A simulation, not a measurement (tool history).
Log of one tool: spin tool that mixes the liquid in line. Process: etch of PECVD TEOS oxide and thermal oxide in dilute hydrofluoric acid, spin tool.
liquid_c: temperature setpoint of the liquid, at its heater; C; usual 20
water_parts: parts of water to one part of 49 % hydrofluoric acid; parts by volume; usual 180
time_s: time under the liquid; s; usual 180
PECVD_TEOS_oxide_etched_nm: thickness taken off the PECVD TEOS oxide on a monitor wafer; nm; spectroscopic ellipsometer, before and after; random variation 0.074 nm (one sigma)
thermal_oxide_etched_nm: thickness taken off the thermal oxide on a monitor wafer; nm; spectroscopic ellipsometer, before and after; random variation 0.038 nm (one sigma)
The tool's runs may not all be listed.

run,day,liquid_c,water_parts,time_s,wafers since the last listed run,hours since the thermometer was replaced,hours since the hydrofluoric acid flow meter was replaced,hours since the gauge calibration,"read-back film thickness of the PECVD TEOS oxide reference wafer, read on the same gauge (nm)","read-back film thickness of the thermal oxide reference wafer, read on the same gauge (nm)",PECVD_TEOS_oxide_etched_nm,thermal_oxide_etched_nm
1,0,20,180,180,0,285.1,315,306.5,80,29.981,12.7,3.976
2,0.308,20,180,180,41,292.5,322.4,313.9,79.97,29.967,12.77,4.056
3,0.629,20,180,180,43,300.2,330.1,321.6,79.99,30.023,12.66,4.015
4,1.196,22.5,180,180,77,313.8,343.7,335.2,79.99,30.013,14.15,4.489
5,1.821,20,180,180,85,328.8,358.7,350.2,79.99,29.994,12.72,4.013
6,2.192,20,180,180,50,337.7,367.6,359.1,80.01,30.025,12.9,4.008
7,2.562,20,180,180,50,346.6,376.5,368,80.01,30.008,12.83,4.05
8,3.067,20,180,180,68,358.7,388.6,380.1,80.01,30.025,12.92,4.053
9,3.496,20,180,180,58,369,398.9,390.4,79.98,30.029,12.86,4.077
10,3.888,17.5,180,285,53,378.4,408.3,399.8,80,29.993,18.52,5.806
11,4.283,17,180,260,53,387.9,417.8,409.3,80.02,30.004,16.6,5.144
# day 4.371: hydrofluoric acid flow meter replaced
12,5.017,24.5,180,180,94,405.5,15.5,426.9,79.99,30.023,14.47,4.518
13,5.429,18.5,220,90,56,415.4,25.4,436.8,79.98,29.998,4.52,1.436
14,5.808,20,130,180,51,424.5,34.5,445.9,80,30.005,17.75,5.557
15,6.083,20,180,120,37,431.1,41.1,452.5,80,30.024,8.12,2.546
16,6.483,17,125,100,54,440.7,50.7,462.1,80.01,29.994,9.14,2.911
17,7.092,17,120,140,82,455.3,65.3,476.7,79.99,29.983,13.5,4.214
18,7.454,17,255,110,49,464,74,485.4,79.99,29.975,4.4,1.373
# day 7.95: thermometer replaced
19,8.188,21.5,180,180,94,5.7,91.6,503,79.99,29.985,12.92,4.069
# day 8.646: gauge calibrated
20,8.65,20,180,180,62,16.8,102.7,0.1,80.03,29.994,12.46,3.88
21,9.517,17,180,110,117,37.6,123.5,20.9,80,30.007,6.67,2.122
22,11.617,20,180,180,285,88,173.9,71.3,80,30.01,12.48,3.888

Forecast run 23:
23,11.962,17,180,90,47,96.3,182.2,79.6,?,?,?,?

read-back film thickness of the PECVD TEOS oxide reference wafer, read on the same gauge (nm): 79.98
read-back film thickness of the thermal oxide reference wafer, read on the same gauge (nm): 29.99
PECVD_TEOS_oxide_etched_nm: 5.56 nm
thermal_oxide_etched_nm: 1.744 nm
Without the tool's hidden state the same run would have given PECVD_TEOS_oxide_etched_nm 5.4 nm, thermal_oxide_etched_nm 1.693 nm.
